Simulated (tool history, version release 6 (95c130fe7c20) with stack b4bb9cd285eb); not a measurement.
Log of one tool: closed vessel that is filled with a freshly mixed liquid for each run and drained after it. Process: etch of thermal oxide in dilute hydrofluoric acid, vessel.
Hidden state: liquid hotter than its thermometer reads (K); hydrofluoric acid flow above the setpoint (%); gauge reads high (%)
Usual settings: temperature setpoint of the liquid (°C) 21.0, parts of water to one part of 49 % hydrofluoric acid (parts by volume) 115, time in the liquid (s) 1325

run     day  temperature setpoint of the liquid (°C)  parts of water to one part of 49 % hydrofluoric acid (parts by volume)  time in the liquid (s)  wafers since the last listed run  hours since the thermometer was replaced  hours since the hydrofluoric acid flow meter was replaced  hours since the gauge calibration  read-back film thickness of the thermal oxide reference wafer, read on the same gauge (nm)  thickness taken off the thermal oxide on a monitor wafer (nm)
  1   0.000                                     25.0                                                                     115                    1325                                 0                                    1987.1                                                      454.7                               98.5                                                                                      139.99                                                          58.48
  2   0.979                                     25.0                                                                     115                    1325                              1370                                    2010.6                                                      478.2                              122.0                                                                                      140.00                                                          58.70
  3   1.783                                     19.0                                                                      90                    1325                              1125                                    2029.9                                                      497.5                              141.3                                                                                      140.02                                                          61.33
  4   2.808                                     21.0                                                                     115                    1325                              1434                                    2054.5                                                      522.1                              165.9                                                                                      140.02                                                          50.11
  5   3.996                                     21.0                                                                     115                    1325                              1662                                    2083.0                                                      550.6                              194.4                                                                                      139.99                                                          50.90
  6   4.633                                     21.0                                                                     115                    1325                               892                                    2098.3                                                      565.9                              209.7                                                                                      139.99                                                          50.69
  7   5.408                                     21.0                                                                     115                    1325                              1084                                    2116.9                                                      584.5                              228.3                                                                                      139.99                                                          50.63
  8   6.038                                     21.0                                                                     115                    1325                               880                                    2132.0                                                      599.6                              243.4                                                                                      139.99                                                          51.16
      6.925  -- thermometer replaced
  9   7.279                                     21.0                                                                     115                    1325                              1679                                       8.5                                                      629.4                              273.2                                                                                      140.00                                                          50.70
 10   8.650                                     21.0                                                                     115                    1325                              1918                                      41.4                                                      662.3                              306.1                                                                                      139.95                                                          52.06
      8.671  -- gauge calibrated
 11   9.912                                     22.5                                                                     115                    1325                              1767                                      71.7                                                      692.6                               29.8                                                                                      140.01                                                          55.57
 12  10.696                                     21.0                                                                     115                    1325                              1096                                      90.5                                                      711.4                               48.6                                                                                      139.99                                                          51.97
 13  11.621                                     21.0                                                                     115                    1325                              1294                                     112.7                                                      733.6                               70.8                                                                                      139.99                                                          53.57
 14  12.158                                     21.0                                                                     115                    1325                               752                                     125.6                                                      746.5                               83.7                                                                                      140.01                                                          52.66
     13.012  -- hydrofluoric acid flow meter replaced
 15  13.104                                     18.5                                                                     140                     625                              1265                                     148.3                                                        2.2                              106.4                                                                                      139.97                                                          16.10
 16  13.658                                     21.0                                                                      60                    1325                               775                                     161.6                                                       15.5                              119.7                                                                                      139.97                                                          94.69
 17  14.371                                     22.5                                                                      85                    1325                               997                                     178.7                                                       32.6                              136.8                                                                                      140.00                                                          70.05
 18  15.483                                     19.5                                                                     115                    1325                              1557                                     205.4                                                       59.3                              163.5                                                                                      140.00                                                          44.43
 19  16.808                                     25.5                                                                      80                    1115                              1854                                     237.2                                                       91.1                              195.3                                                                                      140.04                                                          72.57
 20  17.433                                     21.0                                                                     115                    1805                               874                                     252.2                                                      106.1                              210.3                                                                                      139.99                                                          64.41
 21  18.092                                     21.0                                                                     115                    1325                               921                                     268.0                                                      121.9                              226.1                                                                                      139.97                                                          47.41
 22  18.883                                     25.0                                                                     115                    1690                              1108                                     287.0                                                      140.9                              245.1                                                                                      139.98                                                          71.72

4 ways to go on from here, each from the tool as it stands after run 22. What would each give?
  A  18.925                                     21.0                                                                     115                    1025                                58                                     288.0                                                      141.9                              246.1                                                                                           ?                                                              ?
  B  18.925                                     26.0                                                                     115                     900                                58                                     288.0                                                      141.9                              246.1                                                                                           ?                                                              ?
  C  18.925                                     21.0                                                                     115                     585                                58                                     288.0                                                      141.9                              246.1                                                                                           ?                                                              ?
  D  18.925                                     21.0                                                                     115                    1580                                58                                     288.0                                                      141.9                              246.1                                                                                           ?                                                              ?

run  read-back film thickness of the thermal oxide reference wafer, read on the same gauge (nm)  thickness taken off the thermal oxide on a monitor wafer (nm)
  A                                                                                      139.98                                                          37.39
  B                                                                                      139.98                                                          39.99
  C                                                                                      139.98                                                          21.34
  D                                                                                      139.98                                                          57.63
Without the tool's hidden state the same runs would have given:
run  thickness taken off the thermal oxide on a monitor wafer (nm)
  A                                                          35.85
  B                                                          38.33
  C                                                          20.46
  D                                                          55.26
